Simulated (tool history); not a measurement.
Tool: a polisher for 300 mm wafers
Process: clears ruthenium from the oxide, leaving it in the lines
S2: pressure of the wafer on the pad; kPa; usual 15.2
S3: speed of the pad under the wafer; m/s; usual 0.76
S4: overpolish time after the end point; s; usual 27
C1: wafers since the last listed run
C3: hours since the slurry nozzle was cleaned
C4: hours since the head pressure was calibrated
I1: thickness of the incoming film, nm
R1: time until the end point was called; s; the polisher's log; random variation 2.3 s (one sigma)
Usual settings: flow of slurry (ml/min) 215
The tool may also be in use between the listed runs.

run 1 day=0.000 | flow_of_slurry_(ml/min)=215 S2=15.2 S3=0.76 S4=27 | C1=0 wafers_polished_on_this_pad=605 C3=234.7 C4=506.1 | I1=110.1 | R1=138.3
run 2 day=2.904 | flow_of_slurry_(ml/min)=215 S2=15.2 S3=0.76 S4=27 | C1=413 wafers_polished_on_this_pad=1018 C3=304.4 C4=575.8 | I1=109.9 | R1=139.9
-- day=4.267 worn pad replaced by a new one
run 3 day=4.288 | flow_of_slurry_(ml/min)=215 S2=15.2 S3=0.76 S4=27 | C1=173 wafers_polished_on_this_pad=3 C3=337.6 C4=609.0 | I1=111.7 | R1=136.6
-- day=5.838 slurry nozzle cleaned
run 4 day=6.829 | flow_of_slurry_(ml/min)=215 S2=15.2 S3=0.76 S4=27 | C1=356 wafers_polished_on_this_pad=359 C3=23.8 C4=670.0 | I1=110.0 | R1=142.8
run 5 day=9.521 | flow_of_slurry_(ml/min)=215 S2=15.2 S3=0.76 S4=27 | C1=383 wafers_polished_on_this_pad=742 C3=88.4 C4=734.6 | I1=109.5 | R1=148.8
-- day=11.621 slurry nozzle cleaned, repeated, since the last time left the tool worse
run 6 day=11.804 | flow_of_slurry_(ml/min)=185 S2=15.2 S3=0.76 S4=27 | C1=319 wafers_polished_on_this_pad=1061 C3=4.4 C4=789.4 | I1=112.0 | R1=141.4
-- day=14.096 worn pad replaced by a new one
run 7 day=14.283 | flow_of_slurry_(ml/min)=185 S2=15.2 S3=0.76 S4=27 | C1=329 wafers_polished_on_this_pad=26 C3=63.9 C4=848.9 | I1=109.9 | R1=136.8
run 8 day=15.962 | flow_of_slurry_(ml/min)=275 S2=20.7 S3=0.70 S4=11 | C1=239 wafers_polished_on_this_pad=265 C3=104.2 C4=889.2 | I1=110.2 | R1=109.2
run 9 day=17.054 | flow_of_slurry_(ml/min)=180 S2=11.0 S3=0.52 S4=12 | C1=155 wafers_polished_on_this_pad=421 C3=130.4 C4=915.4 | I1=109.8 | R1=262.2
-- day=17.654 head pressure recalibrated
run 10 day=18.954 | flow_of_slurry_(ml/min)=215 S2=16.5 S3=0.54 S4=27 | C1=258 wafers_polished_on_this_pad=679 C3=176.0 C4=31.2 | I1=110.0 | R1=177.0
run 11 day=21.171 | flow_of_slurry_(ml/min)=215 S2=15.2 S3=0.76 S4=27 | C1=315 wafers_polished_on_this_pad=995 C3=229.2 C4=84.4 | I1=111.7 | R1=138.2
-- day=22.458 worn pad replaced by a new one
run 12 day=23.800 | flow_of_slurry_(ml/min)=270 S2=15.2 S3=0.76 S4=27 | C1=350 wafers_polished_on_this_pad=191 C3=292.3 C4=147.5 | I1=111.3 | R1=132.9
run 13 day=26.246 | flow_of_slurry_(ml/min)=215 S2=15.2 S3=0.76 S4=12 | C1=348 wafers_polished_on_this_pad=539 C3=351.0 C4=206.2 | I1=108.3 | R1=133.9
-- day=26.567 slurry nozzle cleaned
run 14 day=27.704 | flow_of_slurry_(ml/min)=215 S2=15.2 S3=0.76 S4=27 | C1=201 wafers_polished_on_this_pad=741 C3=27.3 C4=241.2 | I1=109.5 | R1=134.4

Measured less the same run without the tool's hidden state. The same run-to-run variation is in both; the gauge's scatter may not be:
The hidden state here: removal rate lost through wear of the pad, %; slurry flow missing at the pad, %; deviation of the head's pressure from its setpoint, %.
run=1 R1=+3.4
run=2 R1=+4.6
run=3 R1=+5.1
run=4 R1=+12.5
run=5 R1=+15.4
run=6 R1=+1.0
run=7 R1=+1.9
run=8 R1=+1.4
run=9 R1=+5.9
run=10 R1=+4.3
run=11 R1=+4.3
run=12 R1=+4.2
run=13 R1=+6.4
run=14 R1=+0.5
